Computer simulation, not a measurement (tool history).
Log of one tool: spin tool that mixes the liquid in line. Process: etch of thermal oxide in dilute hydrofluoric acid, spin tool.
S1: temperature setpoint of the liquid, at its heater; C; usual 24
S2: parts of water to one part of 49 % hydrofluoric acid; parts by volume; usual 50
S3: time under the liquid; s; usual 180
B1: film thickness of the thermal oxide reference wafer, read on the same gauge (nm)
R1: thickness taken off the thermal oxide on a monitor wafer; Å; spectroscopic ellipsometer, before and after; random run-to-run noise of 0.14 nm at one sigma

run	hour	S1	S2	S3	B1	R1
1	0	24	55	180	82.5	161.4
2	40.2	24	55	180	82.59	164.4
3	137.4	21	50	180	82.7	160.9
4	199.7	24	50	180	82.8	180.5
5	259.5	24	50	180	82.88	182.6
6	337.3	24	50	180	82.94	183.1
7	388	24	50	230	82.95	237.3
8	491.3	24	50	180	83.04	187.1
# hour 502.3: hydrofluoric acid flow meter replaced
9	553.9	22	75	150	83.03	90.8
# hour 608.6: gauge calibrated
10	649.5	24	50	180	80.35	177.5
11	735.2	24	50	225	80.95	221
# hour 767.9: thermometer replaced
12	774	19.5	50	180	81.2	148
13	858.7	24	30	225	81.59	387.6
14	923.4	26	25	255	81.86	573.3
15	967	28	50	180	82.03	210.7
16	1036.5	24	50	180	82.21	180.8

Below are 4 alternative next runs, each starting from the tool's condition after run 16. Predict each:
A	1037	24	50	180	?	?
B	1037	28.5	75	235	?	?
C	1037	25.5	40	180	?	?
D	1037	20	70	80	?	?

run	B1	R1
A	82.21	181.2
B	82.21	182.4
C	82.21	244.1
D	82.21	47.5
Without the tool's unlogged condition, the same runs would have read:
run	R1
A	176.3
B	177.5
C	237.6
D	46.2
